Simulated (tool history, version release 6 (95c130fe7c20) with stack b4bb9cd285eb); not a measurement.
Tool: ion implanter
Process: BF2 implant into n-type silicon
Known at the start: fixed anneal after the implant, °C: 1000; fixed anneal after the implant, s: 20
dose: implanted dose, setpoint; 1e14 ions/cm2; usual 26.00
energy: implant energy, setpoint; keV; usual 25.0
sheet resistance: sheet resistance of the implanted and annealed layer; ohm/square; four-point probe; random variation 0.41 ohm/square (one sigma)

run,day,dose,energy,wafers since the last listed run,hours since the last dose calibration,hours since the extraction supply was calibrated,hours since the gauge calibration,"read-back reference wafer on the same gauge, sheet resistance",sheet resistance
1,0.000,26.00,25.0,0,1096.6,2814.5,987.2,149.94,167.57
2,1.867,26.00,25.0,622,1141.4,2859.3,1032.0,149.98,167.48
3,4.588,26.00,25.0,907,1206.7,2924.6,1097.3,150.01,167.50
4,7.562,26.00,25.0,992,1278.1,2996.0,1168.7,150.04,168.24
5,9.400,26.00,25.0,613,1322.2,3040.1,1212.8,150.06,167.65
6,10.729,26.00,25.0,443,1354.1,3072.0,1244.7,150.05,168.54
7,12.279,26.00,25.0,517,1391.3,3109.2,1281.9,150.03,167.80
# day 15.662: gauge calibrated
# day 18.150: Faraday cup replaced and dose calibrated
8,21.171,26.00,25.0,2855,72.5,3322.6,132.2,149.95,168.05
9,29.612,26.00,20.0,2816,275.1,3525.2,334.8,149.96,186.44
10,36.329,26.00,25.0,2241,436.3,3686.4,496.0,150.03,168.60
# day 36.775: extraction supply calibrated
11,37.525,33.59,29.0,287,465.0,18.0,524.7,150.03,153.15
12,38.617,26.00,25.0,364,491.2,44.2,550.9,149.97,167.96
13,39.917,31.54,18.0,433,522.4,75.4,582.1,150.05,192.20
14,46.412,26.00,17.5,2167,678.3,231.3,738.0,149.96,197.05
15,48.258,20.92,25.0,615,722.6,275.6,782.3,149.96,170.15
16,50.217,20.27,19.5,653,769.6,322.6,829.3,149.94,192.35
17,51.404,29.32,17.0,396,798.1,351.1,857.8,149.97,198.17

How the hidden state differs across the entries between the runs, from the last listed run before each to the first after it:
Between runs 7 and 8: gauge calibrated (day 15.662); Faraday cup replaced and dose calibrated (day 18.150)
  no hidden state differs between the two runs
Between runs 10 and 11: extraction supply calibrated (day 36.775)
  no hidden state differs between the two runs
